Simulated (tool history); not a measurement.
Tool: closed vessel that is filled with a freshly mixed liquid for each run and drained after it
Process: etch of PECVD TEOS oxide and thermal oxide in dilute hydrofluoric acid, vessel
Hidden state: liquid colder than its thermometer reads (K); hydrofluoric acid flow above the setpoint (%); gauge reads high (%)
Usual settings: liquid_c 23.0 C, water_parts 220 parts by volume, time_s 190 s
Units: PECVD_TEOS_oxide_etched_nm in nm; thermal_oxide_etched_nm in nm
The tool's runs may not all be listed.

| run | hour | liquid_c | water_parts | time_s | wafers since the last listed run | hours since the thermometer was replaced | hours since the hydrofluoric acid flow meter was replaced | hours since the gauge calibration | read-back film thickness of the PECVD TEOS oxide reference wafer, read on the same gauge (nm) | read-back film thickness of the thermal oxide reference wafer, read on the same gauge (nm) | PECVD_TEOS_oxide_etched_nm | thermal_oxide_etched_nm |
|---|---|---|---|---|---|---|---|---|---|---|---|---|
| 1 | 0.0 | 23.0 | 220 | 190 | 0 | 333.2 | 1756.8 | 1510.4 | 120.01 | 99.997 | 11.75 | 3.788 |
| 2 | 41.8 | 23.0 | 270 | 190 | 3869 | 375.0 | 1798.6 | 1552.2 | 120.00 | 100.006 | 9.10 | 2.917 |
|  | 88.6 | gauge calibrated |
| 3 | 106.1 | 23.0 | 270 | 190 | 5951 | 439.3 | 1862.9 | 17.5 | 119.99 | 100.005 | 9.18 | 2.909 |
| 4 | 147.5 | 23.0 | 270 | 190 | 3832 | 480.7 | 1904.3 | 58.9 | 119.98 | 99.993 | 9.16 | 2.907 |
|  | 212.1 | thermometer replaced |
| 5 | 215.8 | 23.0 | 255 | 190 | 6229 | 3.7 | 1972.6 | 127.2 | 120.01 | 100.001 | 9.91 | 3.152 |
|  | 219.6 | hydrofluoric acid flow meter replaced |
| 6 | 266.5 | 23.0 | 220 | 190 | 4600 | 54.4 | 46.9 | 177.9 | 120.02 | 100.001 | 11.08 | 3.601 |
| 7 | 298.0 | 23.0 | 220 | 190 | 2915 | 85.9 | 78.4 | 209.4 | 120.00 | 99.987 | 11.08 | 3.531 |
| 8 | 353.2 | 23.0 | 300 | 85 | 5109 | 141.1 | 133.6 | 264.6 | 120.00 | 100.007 | 3.39 | 1.090 |
| 9 | 422.7 | 23.0 | 220 | 110 | 6433 | 210.6 | 203.1 | 334.1 | 120.03 | 100.006 | 6.50 | 2.074 |
| 10 | 450.8 | 21.0 | 165 | 190 | 2601 | 238.7 | 231.2 | 362.2 | 120.02 | 100.016 | 14.74 | 4.691 |
| 11 | 520.6 | 20.5 | 220 | 190 | 6461 | 308.5 | 301.0 | 432.0 | 120.00 | 99.990 | 10.28 | 3.282 |
| 12 | 545.0 | 23.0 | 220 | 190 | 2258 | 332.9 | 325.4 | 456.4 | 120.01 | 100.005 | 11.16 | 3.521 |
| 13 | 615.7 | 27.0 | 130 | 190 | 6544 | 403.6 | 396.1 | 527.1 | 120.01 | 99.997 | 24.87 | 7.735 |
| 14 | 641.0 | 23.0 | 220 | 240 | 2341 | 428.9 | 421.4 | 552.4 | 120.03 | 100.003 | 14.22 | 4.536 |
| 15 | 670.5 | 23.0 | 220 | 190 | 2730 | 458.4 | 450.9 | 581.9 | 119.99 | 99.980 | 11.24 | 3.616 |
| 16 | 729.7 | 23.0 | 310 | 250 | 5479 | 517.6 | 510.1 | 641.1 | 119.99 | 99.996 | 9.58 | 3.071 |
| 17 | 754.6 | 23.0 | 220 | 190 | 2304 | 542.5 | 535.0 | 666.0 | 120.00 | 100.003 | 11.41 | 3.577 |
|  | 785.3 | thermometer replaced |
| 18 | 825.6 | 27.5 | 220 | 190 | 6479 | 40.3 | 606.0 | 737.0 | 120.00 | 100.023 | 13.25 | 4.292 |
| 19 | 895.2 | 23.0 | 220 | 190 | 6442 | 109.9 | 675.6 | 806.6 | 120.00 | 99.996 | 11.36 | 3.669 |
| 20 | 951.0 | 23.0 | 220 | 190 | 5165 | 165.7 | 731.4 | 862.4 | 119.98 | 99.999 | 11.31 | 3.592 |
| 21 | 975.5 | 23.0 | 220 | 190 | 2267 | 190.2 | 755.9 | 886.9 | 120.01 | 100.002 | 11.36 | 3.606 |
| 22 | 1007.3 | 18.5 | 310 | 190 | 2943 | 222.0 | 787.7 | 918.7 | 119.98 | 99.985 | 6.39 | 1.999 |
| 23 | 1068.3 | 27.5 | 155 | 245 | 5646 | 283.0 | 848.7 | 979.7 | 120.01 | 99.997 | 26.56 | 8.514 |
| 24 | 1139.8 | 23.0 | 310 | 295 | 6618 | 354.5 | 920.2 | 1051.2 | 120.00 | 99.991 | 11.53 | 3.689 |
| 25 | 1164.3 | 18.0 | 115 | 290 | 2267 | 379.0 | 944.7 | 1075.7 | 120.01 | 100.010 | 30.68 | 9.671 |

5 ways to go on from here, each from the tool as it stands after run 25. What would each give?
| A | 1165.0 | 23.0 | 280 | 190 | 64 | 379.7 | 945.4 | 1076.4 | ? | ? | ? | ? |
| B | 1165.0 | 21.0 | 135 | 285 | 64 | 379.7 | 945.4 | 1076.4 | ? | ? | ? | ? |
| C | 1165.0 | 27.0 | 220 | 110 | 64 | 379.7 | 945.4 | 1076.4 | ? | ? | ? | ? |
| D | 1165.0 | 20.0 | 290 | 265 | 64 | 379.7 | 945.4 | 1076.4 | ? | ? | ? | ? |
| E | 1165.0 | 23.0 | 145 | 115 | 64 | 379.7 | 945.4 | 1076.4 | ? | ? | ? | ? |

| run | read-back film thickness of the PECVD TEOS oxide reference wafer, read on the same gauge (nm) | read-back film thickness of the thermal oxide reference wafer, read on the same gauge (nm) | PECVD_TEOS_oxide_etched_nm | thermal_oxide_etched_nm |
|---|---|---|---|---|
| A | 119.97 | 100.004 | 8.46 | 2.705 |
| B | 119.97 | 100.004 | 28.20 | 9.020 |
| C | 119.97 | 100.004 | 7.64 | 2.443 |
| D | 119.97 | 100.004 | 10.12 | 3.237 |
| E | 119.97 | 100.004 | 11.34 | 3.627 |
Without the tool's hidden state the same runs would have given:
| run | PECVD_TEOS_oxide_etched_nm | thermal_oxide_etched_nm |
|---|---|---|
| A | 8.15 | 2.606 |
| B | 27.27 | 8.721 |
| C | 7.36 | 2.355 |
| D | 9.75 | 3.119 |
| E | 10.96 | 3.505 |

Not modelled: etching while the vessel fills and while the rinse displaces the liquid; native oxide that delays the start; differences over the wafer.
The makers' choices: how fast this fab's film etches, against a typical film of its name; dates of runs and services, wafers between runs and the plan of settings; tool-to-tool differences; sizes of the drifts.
